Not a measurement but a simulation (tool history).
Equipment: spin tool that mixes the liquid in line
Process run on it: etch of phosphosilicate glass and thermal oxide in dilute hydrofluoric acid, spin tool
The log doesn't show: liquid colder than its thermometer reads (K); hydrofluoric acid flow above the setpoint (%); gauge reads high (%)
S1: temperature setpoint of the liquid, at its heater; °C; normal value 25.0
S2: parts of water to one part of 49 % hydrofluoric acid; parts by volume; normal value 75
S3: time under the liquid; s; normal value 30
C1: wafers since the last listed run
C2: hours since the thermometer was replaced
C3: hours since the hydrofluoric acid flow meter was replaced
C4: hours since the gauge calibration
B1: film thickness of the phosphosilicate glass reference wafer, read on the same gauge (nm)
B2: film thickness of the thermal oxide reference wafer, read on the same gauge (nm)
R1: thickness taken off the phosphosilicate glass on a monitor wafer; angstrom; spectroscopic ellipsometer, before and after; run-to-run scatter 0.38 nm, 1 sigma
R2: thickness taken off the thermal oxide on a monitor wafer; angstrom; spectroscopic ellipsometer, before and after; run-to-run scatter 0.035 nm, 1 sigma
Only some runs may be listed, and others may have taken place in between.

run,hour,S1,S2,S3,C1,C2,C3,C4,B1,B2,R1,R2
1,0.0,25.0,75,30,0,52.6,796.4,26.0,150.02,140.024,831.6,21.43
2,12.0,25.0,75,25,127,64.6,808.4,38.0,150.01,140.004,684.9,17.75
3,27.7,25.0,75,25,166,80.3,824.1,53.7,150.00,140.011,681.7,17.73
4,38.2,25.0,75,25,111,90.8,834.6,64.2,150.00,139.990,684.0,17.46
5,49.0,25.0,75,15,114,101.6,845.4,75.0,150.01,139.966,410.1,11.04
6,66.8,26.5,55,30,188,119.4,863.2,92.8,149.96,139.991,1229.8,31.90
7,73.5,25.0,95,30,71,126.1,869.9,99.5,150.01,139.989,631.8,16.33
8,79.9,29.0,75,15,67,132.5,876.3,105.9,149.99,139.978,477.9,12.45
9,92.7,25.0,75,30,135,145.3,889.1,118.7,149.99,140.024,824.8,20.55
10,107.0,29.5,45,30,151,159.6,903.4,133.0,150.00,140.021,1700.2,44.81
# hour 112.5: hydrofluoric acid flow meter replaced
11,123.3,22.5,75,20,162,175.9,10.8,149.3,150.00,140.002,491.9,12.60
12,137.7,25.0,75,30,152,190.3,25.2,163.7,150.02,139.997,817.6,21.07
13,148.6,22.5,115,45,115,201.2,36.1,174.6,150.01,140.050,689.9,17.81
14,162.7,28.0,75,15,149,215.3,50.2,188.7,150.01,140.010,461.7,11.94

Run 15 comes next. What will it give?
15,173.0,23.0,75,30,109,225.6,60.5,199.0,?,?,?,?

B1: 149.98
B2: 139.996
R1: 753.8 angstrom
R2: 19.14 angstrom
Were there no unlogged condition in the tool, this run, its random variation unchanged, would have produced R1 775.3 angstrom, R2 19.69 angstrom.
